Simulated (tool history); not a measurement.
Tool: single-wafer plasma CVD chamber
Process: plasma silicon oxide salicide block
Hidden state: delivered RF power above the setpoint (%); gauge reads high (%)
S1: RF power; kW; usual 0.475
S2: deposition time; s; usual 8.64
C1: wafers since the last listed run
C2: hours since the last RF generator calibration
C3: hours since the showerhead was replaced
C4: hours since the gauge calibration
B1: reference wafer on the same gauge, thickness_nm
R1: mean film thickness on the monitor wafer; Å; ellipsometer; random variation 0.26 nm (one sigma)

run	hour	S1	S2	C1	C2	C3	C4	B1	R1
1	0	0.475	8.64	0	1374.1	6257.1	522.8	73.11	826.49
2	41.5	0.475	8.64	1516	1415.6	6298.6	564.3	73.121	822.91
3	66.4	0.475	8.01	909	1440.5	6323.5	589.2	73.08	764.18
4	95.1	0.4	8.64	1048	1469.2	6352.2	617.9	73.072	781.54
5	108.7	0.4	8.64	496	1482.8	6365.8	631.5	73.108	781.51
6	141	0.475	8.64	1180	1515.1	6398.1	663.8	73.135	820.58
7	175.9	0.475	8.64	1274	1550	6433	698.7	73.092	822.98
8	193.6	0.425	8.19	646	1567.7	6450.7	716.4	73.112	753.42
9	215.9	0.425	8.19	814	1590	6473	738.7	73.123	754.11
10	248.6	0.425	8.19	1194	1622.7	6505.7	771.4	73.082	753.68
11	268.3	0.475	8.64	719	1642.4	6525.4	791.1	73.101	820.15
12	303.9	0.475	8.64	1300	1678	6561	826.7	73.101	819.62
13	333.1	0.475	7.91	1066	1707.2	6590.2	855.9	73.085	746.48
14	361	0.475	8.64	1019	1735.1	6618.1	883.8	73.075	817.33
15	381.5	0.475	8.64	748	1755.6	6638.6	904.3	73.15	819.38
16	396.4	0.475	8.64	544	1770.5	6653.5	919.2	73.099	819.94
17	415.6	0.42	7.9	701	1789.7	6672.7	938.4	73.093	723.75
# hour 440.8: RF generator calibrated
18	444.7	0.475	8.64	770	3.9	6701.8	967.5	73.096	836.67
19	462	0.475	8.64	632	21.2	6719.1	984.8	73.041	831.86
20	535.2	0.475	8.64	2674	94.4	6792.3	1058	73.127	839
21	570.1	0.53	10.36	1274	129.3	6827.2	1092.9	73.084	1027.83
# hour 618.5: showerhead replaced
22	619	0.39	9.2	1494	178.2	0.5	1141.8	73.093	838.04
23	646.9	0.475	8.64	1019	206.1	28.4	1169.7	73.098	835.51
24	665.8	0.535	9.17	690	225	47.3	1188.6	73.124	914.43
25	681	0.475	7.3	555	240.2	62.5	1203.8	73.131	702.08
26	701.3	0.475	8.64	741	260.5	82.8	1224.1	73.089	829.88
27	719.8	0.475	8.64	675	279	101.3	1242.6	73.071	830.34
28	740	0.425	10.13	737	299.2	121.5	1262.8	73.108	943.49
29	772.2	0.56	9.26	1176	331.4	153.7	1295	73.123	937.37
30	799.7	0.475	8.64	1004	358.9	181.2	1322.5	73.06	831.95
31	828.3	0.52	8.64	1044	387.5	209.8	1351.1	73.108	853.75
32	848.7	0.56	7.83	745	407.9	230.2	1371.5	73.047	788.62
33	875.5	0.535	7.78	979	434.7	257	1398.3	73.109	777.08
34	893.8	0.435	9.36	668	453	275.3	1416.6	73.077	883.53
# hour 905.3: gauge calibrated
35	918.3	0.475	8.64	895	477.5	299.8	13	73.096	831.28
36	952.8	0.475	7.02	1260	512	334.3	47.5	73.133	677.52
37	965.1	0.405	6.97	449	524.3	346.6	59.8	73.129	642.21
38	994.9	0.475	8.64	1088	554.1	376.4	89.6	73.084	824.7
39	1017.7	0.55	8.64	832	576.9	399.2	112.4	73.088	864.9
40	1051	0.475	8.64	1216	610.2	432.5	145.7	73.111	824.37
41	1079.4	0.475	8.64	1037	638.6	460.9	174.1	73.048	830.85
42	1108.5	0.475	8.64	1063	667.7	490	203.2	73.12	832.07
43	1136.6	0.42	7.69	1026	695.8	518.1	231.3	73.109	715.64
44	1148.7	0.475	7.47	442	707.9	530.2	243.4	73.084	716.15
45	1168.3	0.475	8.64	716	727.5	549.8	263	73.053	831.95

Forecast each of these 3 alternatives for the next run:
A	1168.7	0.475	8.64	14	727.9	550.2	263.4	?	?
B	1168.7	0.435	9.31	14	727.9	550.2	263.4	?	?
C	1168.7	0.51	8.64	14	727.9	550.2	263.4	?	?

run	B1	R1
A	73.095	829.6
B	73.095	871.66
C	73.095	846.74
Without the tool's hidden state the same runs would have given:
run	R1
A	833.96
B	876.25
C	851.2
